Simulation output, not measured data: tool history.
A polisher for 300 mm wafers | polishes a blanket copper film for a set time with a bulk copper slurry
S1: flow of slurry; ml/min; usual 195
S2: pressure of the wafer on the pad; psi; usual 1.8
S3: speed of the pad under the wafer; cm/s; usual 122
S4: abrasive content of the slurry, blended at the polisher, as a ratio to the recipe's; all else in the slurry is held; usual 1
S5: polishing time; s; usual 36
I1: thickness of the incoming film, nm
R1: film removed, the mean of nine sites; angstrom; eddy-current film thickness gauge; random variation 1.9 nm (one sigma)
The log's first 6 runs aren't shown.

{"run": 7, "day": 18.017, "S1": 195, "S2": 1.8, "S3": 122, "S4": 1, "S5": 36, "I1": 3179, "R1": 2549}
{"run": 8, "day": 19.162, "S1": 195, "S2": 1.8, "S3": 122, "S4": 1, "S5": 36, "I1": 3190.2, "R1": 2548}
{"run": 9, "day": 20.642, "S1": 195, "S2": 1.8, "S3": 114, "S4": 1, "S5": 36, "I1": 3151.2, "R1": 2453}
{"day": 21.517, "done": "slurry nozzle cleaned"}
{"run": 10, "day": 22.612, "S1": 195, "S2": 1.8, "S3": 122, "S4": 1, "S5": 36, "I1": 3222.6, "R1": 2613}
{"day": 23.333, "done": "worn pad replaced by a new one"}
{"run": 11, "day": 25.008, "S1": 195, "S2": 1.8, "S3": 122, "S4": 1.1, "S5": 44, "I1": 3201.5, "R1": 3213}
{"run": 12, "day": 26.329, "S1": 195, "S2": 1.8, "S3": 122, "S4": 1.1, "S5": 44, "I1": 3222.6, "R1": 3236}
{"run": 13, "day": 28.392, "S1": 195, "S2": 1.8, "S3": 122, "S4": 1.1, "S5": 44, "I1": 3199.1, "R1": 3306}
{"day": 29.712, "done": "slurry blender recalibrated"}
{"run": 14, "day": 30.642, "S1": 195, "S2": 1.8, "S3": 122, "S4": 1, "S5": 36, "I1": 3186.9, "R1": 2622}
{"run": 15, "day": 31.958, "S1": 235, "S2": 1.8, "S3": 86, "S4": 1, "S5": 46, "I1": 3178.7, "R1": 2502}
{"day": 34.162, "done": "head pressure recalibrated"}
{"run": 16, "day": 34.279, "S1": 195, "S2": 1.8, "S3": 122, "S4": 1, "S5": 36, "I1": 3246.1, "R1": 2802}
{"run": 17, "day": 37.258, "S1": 195, "S2": 1.8, "S3": 122, "S4": 1.25, "S5": 31, "I1": 3244.9, "R1": 2552}
{"day": 40.179, "done": "worn pad replaced by a new one"}
{"day": 43.312, "done": "slurry blender recalibrated"}
{"day": 44.058, "done": "slurry nozzle cleaned"}
{"run": 18, "day": 44.717, "S1": 195, "S2": 1.8, "S3": 122, "S4": 1.1, "S5": 44, "I1": 3193.1, "R1": 3527}
{"run": 19, "day": 45.767, "S1": 240, "S2": 1.5, "S3": 122, "S4": 1, "S5": 36, "I1": 3173, "R1": 2402}
{"run": 20, "day": 48.517, "S1": 195, "S2": 1.8, "S3": 122, "S4": 1.1, "S5": 32, "I1": 3216.9, "R1": 2532}
{"run": 21, "day": 50.833, "S1": 195, "S2": 1.8, "S3": 122, "S4": 1, "S5": 41, "I1": 3220.1, "R1": 3211}
{"day": 51.408, "done": "head pressure recalibrated, repeated, since the last time left the tool worse"}
{"run": 22, "day": 52.838, "S1": 195, "S2": 1.8, "S3": 122, "S4": 1, "S5": 36, "I1": 3176.6, "R1": 2471}
{"day": 54.25, "done": "worn pad replaced by a new one"}
{"run": 23, "day": 55.004, "S1": 195, "S2": 2.2, "S3": 122, "S4": 1, "S5": 36, "I1": 3165.6, "R1": 3051}
{"run": 24, "day": 57.796, "S1": 195, "S2": 1.8, "S3": 122, "S4": 0.8, "S5": 40, "I1": 3159.5, "R1": 2644}
{"day": 59.617, "done": "slurry blender recalibrated"}
{"run": 25, "day": 59.867, "S1": 195, "S2": 1.8, "S3": 122, "S4": 1, "S5": 26, "I1": 3213.2, "R1": 1799}
{"run": 26, "day": 61.729, "S1": 195, "S2": 1.8, "S3": 122, "S4": 0.75, "S5": 36, "I1": 3187.3, "R1": 2333}
{"run": 27, "day": 63.312, "S1": 225, "S2": 1.8, "S3": 122, "S4": 1, "S5": 36, "I1": 3144.1, "R1": 2530}
{"run": 28, "day": 64.842, "S1": 195, "S2": 1.8, "S3": 122, "S4": 1, "S5": 36, "I1": 3214, "R1": 2475}
{"run": 29, "day": 66.667, "S1": 195, "S2": 2.3, "S3": 122, "S4": 1, "S5": 36, "I1": 3223.7, "R1": 3177}
{"day": 68.412, "done": "worn pad replaced by a new one"}
{"run": 30, "day": 69.45, "S1": 175, "S2": 1.4, "S3": 122, "S4": 1, "S5": 36, "I1": 3153.7, "R1": 1929}
{"run": 31, "day": 70.721, "S1": 215, "S2": 1.8, "S3": 122, "S4": 1, "S5": 25, "I1": 3144.6, "R1": 1763}

Forecast each of these 3 alternatives for the next run:
{"run": "A", "day": 70.738, "S1": 150, "S2": 1.8, "S3": 122, "S4": 1, "S5": 36, "I1": 3237.7, "R1": "?"}
{"run": "B", "day": 70.738, "S1": 195, "S2": 1.8, "S3": 122, "S4": 1.25, "S5": 36, "I1": 3237.7, "R1": "?"}
{"run": "C", "day": 70.738, "S1": 195, "S2": 1.8, "S3": 122, "S4": 1, "S5": 48, "I1": 3237.7, "R1": "?"}

run=A R1=2390
run=B R1=2627
run=C R1=3335
Without the tool's hidden state the same runs would have given:
run=A R1=2371
run=B R1=2606
run=C R1=3308

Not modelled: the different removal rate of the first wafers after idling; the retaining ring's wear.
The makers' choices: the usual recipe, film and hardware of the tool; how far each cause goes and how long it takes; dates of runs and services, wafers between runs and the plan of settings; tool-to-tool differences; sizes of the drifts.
